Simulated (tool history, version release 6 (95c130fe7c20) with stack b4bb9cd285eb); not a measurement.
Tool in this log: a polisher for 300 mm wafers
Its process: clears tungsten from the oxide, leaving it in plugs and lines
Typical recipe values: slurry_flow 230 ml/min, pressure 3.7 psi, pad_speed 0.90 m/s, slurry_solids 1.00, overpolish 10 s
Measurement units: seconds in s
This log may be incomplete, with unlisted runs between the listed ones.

run	hour	slurry_flow	pressure	pad_speed	slurry_solids	overpolish	incoming thickness of the incoming film, nm	seconds
1	0.0	230	3.7	1.08	1.00	10	305.0	66.5
2	12.0	230	3.7	0.90	1.00	10	301.1	81.4
3	25.8	230	3.7	0.90	1.00	10	298.0	80.1
4	32.3	230	3.7	0.90	1.20	10	297.7	77.5
# hour 42.2: slurry blender recalibrated
5	49.1	295	3.7	0.90	0.75	10	295.6	84.4
6	63.1	230	2.5	0.90	1.00	10	298.9	121.8
7	73.8	295	3.7	0.90	0.75	10	302.0	86.4
8	88.8	230	3.7	1.08	1.00	10	294.3	70.6
# hour 92.9: slurry tank refilled with fresh slurry and peroxide
9	103.4	230	3.7	0.62	1.00	10	299.8	120.1
10	115.3	230	3.7	0.62	1.00	10	300.7	125.8
# hour 125.7: slurry nozzle cleaned
# hour 126.7: worn pad replaced by a new one
11	128.8	230	3.7	0.90	1.00	6	299.0	77.4
12	138.0	230	3.7	0.90	1.00	10	299.1	77.7
13	144.3	190	3.7	0.80	1.20	10	301.3	88.7
14	160.1	185	3.7	0.90	1.00	10	300.1	82.4
15	166.8	230	4.9	1.18	1.15	10	298.0	45.3
16	174.8	230	3.7	0.90	1.00	10	302.1	78.9
# hour 177.7: head pressure recalibrated
17	183.1	230	3.7	0.90	1.00	10	297.9	80.4
18	197.7	230	3.7	0.90	0.80	10	298.3	86.0
19	208.0	270	3.7	0.68	1.00	10	301.3	108.8
20	223.2	230	3.7	0.68	1.00	10	294.6	107.7
# hour 225.8: slurry tank refilled with fresh slurry and peroxide
21	236.0	190	3.7	1.00	0.85	4	295.4	79.6
22	246.0	295	5.0	0.70	0.80	10	301.1	84.2
# hour 250.2: worn pad replaced by a new one
23	285.4	260	3.7	0.90	1.00	16	300.4	80.6
24	302.1	270	3.7	1.20	1.00	10	306.9	63.0
25	313.0	230	3.7	0.90	1.00	10	303.3	83.3
26	327.9	230	4.1	0.90	1.30	14	304.0	71.5

5 options for the next run, each taken on its own from the tool as it stands now. Forecast them:
A	328.3	230	3.7	0.72	1.00	10	300.5	?
B	328.3	250	3.7	0.90	1.00	12	300.5	?
C	328.3	230	3.7	0.82	1.00	10	300.5	?
D	328.3	270	3.7	0.68	0.80	4	300.5	?
E	328.3	185	3.7	0.90	1.00	4	300.5	?

run	seconds
A	104.7
B	83.8
C	92.5
D	113.5
E	86.8
With no hidden state in the tool, these same runs would have given:
run	seconds
A	96.7
B	77.3
C	85.3
D	104.7
E	80.1

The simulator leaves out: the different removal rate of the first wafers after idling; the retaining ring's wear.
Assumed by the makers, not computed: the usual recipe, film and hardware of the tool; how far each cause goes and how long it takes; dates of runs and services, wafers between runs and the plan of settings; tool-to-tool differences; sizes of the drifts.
